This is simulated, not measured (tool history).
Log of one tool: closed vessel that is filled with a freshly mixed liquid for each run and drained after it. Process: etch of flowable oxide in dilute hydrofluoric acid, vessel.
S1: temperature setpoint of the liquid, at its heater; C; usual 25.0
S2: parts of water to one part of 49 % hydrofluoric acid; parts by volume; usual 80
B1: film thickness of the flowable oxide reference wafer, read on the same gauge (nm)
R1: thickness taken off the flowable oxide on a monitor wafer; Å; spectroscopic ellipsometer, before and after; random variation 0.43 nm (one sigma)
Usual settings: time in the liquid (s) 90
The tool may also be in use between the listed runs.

{"run": 1, "hour": 0.0, "S1": 25.0, "S2": 80, "time in the liquid (s)": 90, "B1": 79.99, "R1": 469.9}
{"run": 2, "hour": 7.2, "S1": 25.0, "S2": 80, "time in the liquid (s)": 90, "B1": 80.0, "R1": 462.6}
{"run": 3, "hour": 13.8, "S1": 26.0, "S2": 80, "time in the liquid (s)": 90, "B1": 79.98, "R1": 483.0}
{"run": 4, "hour": 28.8, "S1": 26.0, "S2": 80, "time in the liquid (s)": 90, "B1": 80.0, "R1": 476.1}
{"run": 5, "hour": 43.6, "S1": 26.0, "S2": 80, "time in the liquid (s)": 90, "B1": 79.99, "R1": 477.1}
{"run": 6, "hour": 49.8, "S1": 25.0, "S2": 80, "time in the liquid (s)": 90, "B1": 79.97, "R1": 464.1}
{"run": 7, "hour": 65.3, "S1": 25.0, "S2": 80, "time in the liquid (s)": 90, "B1": 80.01, "R1": 461.6}
{"hour": 74.6, "done": "hydrofluoric acid flow meter replaced"}
{"run": 8, "hour": 83.0, "S1": 25.0, "S2": 80, "time in the liquid (s)": 90, "B1": 80.0, "R1": 449.0}
{"run": 9, "hour": 97.4, "S1": 25.0, "S2": 80, "time in the liquid (s)": 90, "B1": 80.02, "R1": 446.9}
{"run": 10, "hour": 115.3, "S1": 25.0, "S2": 80, "time in the liquid (s)": 90, "B1": 80.02, "R1": 444.0}
{"run": 11, "hour": 125.1, "S1": 20.0, "S2": 100, "time in the liquid (s)": 130, "B1": 80.02, "R1": 415.0}
{"run": 12, "hour": 132.4, "S1": 25.0, "S2": 80, "time in the liquid (s)": 90, "B1": 80.0, "R1": 440.8}
{"run": 13, "hour": 146.7, "S1": 25.0, "S2": 80, "time in the liquid (s)": 90, "B1": 79.99, "R1": 442.6}
{"run": 14, "hour": 155.8, "S1": 27.5, "S2": 70, "time in the liquid (s)": 90, "B1": 80.02, "R1": 576.2}
{"run": 15, "hour": 164.4, "S1": 25.0, "S2": 80, "time in the liquid (s)": 65, "B1": 80.0, "R1": 322.4}
{"hour": 169.8, "done": "gauge calibrated"}
{"run": 16, "hour": 215.4, "S1": 25.0, "S2": 60, "time in the liquid (s)": 65, "B1": 79.99, "R1": 436.8}
{"hour": 229.2, "done": "thermometer replaced"}
{"run": 17, "hour": 230.1, "S1": 25.0, "S2": 80, "time in the liquid (s)": 90, "B1": 80.0, "R1": 441.8}
{"run": 18, "hour": 246.6, "S1": 28.5, "S2": 80, "time in the liquid (s)": 65, "B1": 80.0, "R1": 375.4}
{"run": 19, "hour": 252.6, "S1": 25.0, "S2": 80, "time in the liquid (s)": 90, "B1": 80.0, "R1": 451.9}
{"run": 20, "hour": 259.3, "S1": 25.0, "S2": 80, "time in the liquid (s)": 90, "B1": 80.0, "R1": 442.4}
{"run": 21, "hour": 274.8, "S1": 26.5, "S2": 55, "time in the liquid (s)": 125, "B1": 79.99, "R1": 985.9}
{"run": 22, "hour": 287.6, "S1": 26.5, "S2": 55, "time in the liquid (s)": 40, "B1": 79.99, "R1": 317.8}
{"run": 23, "hour": 296.4, "S1": 20.5, "S2": 65, "time in the liquid (s)": 90, "B1": 79.99, "R1": 471.0}
{"run": 24, "hour": 304.4, "S1": 25.0, "S2": 80, "time in the liquid (s)": 90, "B1": 80.04, "R1": 446.2}
{"run": 25, "hour": 314.2, "S1": 29.5, "S2": 110, "time in the liquid (s)": 70, "B1": 80.0, "R1": 288.8}
{"run": 26, "hour": 323.5, "S1": 25.0, "S2": 80, "time in the liquid (s)": 90, "B1": 79.98, "R1": 459.5}
{"run": 27, "hour": 338.8, "S1": 25.0, "S2": 80, "time in the liquid (s)": 135, "B1": 80.0, "R1": 677.4}
{"run": 28, "hour": 353.4, "S1": 20.0, "S2": 115, "time in the liquid (s)": 90, "B1": 80.01, "R1": 252.2}
{"run": 29, "hour": 360.0, "S1": 25.0, "S2": 80, "time in the liquid (s)": 90, "B1": 79.99, "R1": 452.9}
{"run": 30, "hour": 370.3, "S1": 22.0, "S2": 50, "time in the liquid (s)": 40, "B1": 79.99, "R1": 297.0}
{"run": 31, "hour": 383.1, "S1": 25.0, "S2": 80, "time in the liquid (s)": 90, "B1": 79.98, "R1": 446.2}
{"run": 32, "hour": 390.3, "S1": 25.0, "S2": 65, "time in the liquid (s)": 90, "B1": 80.0, "R1": 567.1}
{"run": 33, "hour": 399.6, "S1": 28.0, "S2": 55, "time in the liquid (s)": 35, "B1": 79.98, "R1": 303.4}

Measured less the same run without the tool's hidden state. The same run-to-run variation is in both; the gauge's scatter may not be:
The hidden state here: liquid colder than its thermometer reads (K); hydrofluoric acid flow above the setpoint (%); gauge reads high (%).
run=1 R1=+22.9
run=2 R1=+22.7
run=3 R1=+24.0
run=4 R1=+24.2
run=5 R1=+24.8
run=6 R1=+24.3
run=7 R1=+24.7
run=8 R1=+4.5
run=9 R1=+5.0
run=10 R1=+5.6
run=11 R1=+5.7
run=12 R1=+6.2
run=13 R1=+6.7
run=14 R1=+9.1
run=15 R1=+5.4
run=16 R1=+8.9
run=17 R1=+9.7
run=18 R1=+8.8
run=19 R1=+10.7
run=20 R1=+10.7
run=21 R1=+24.5
run=22 R1=+8.3
run=23 R1=+12.5
run=24 R1=+12.5
run=25 R1=+8.6
run=26 R1=+13.6
run=27 R1=+20.7
run=28 R1=+8.2
run=29 R1=+14.6
run=30 R1=+9.5
run=31 R1=+15.2
run=32 R1=+19.4
run=33 R1=+10.5
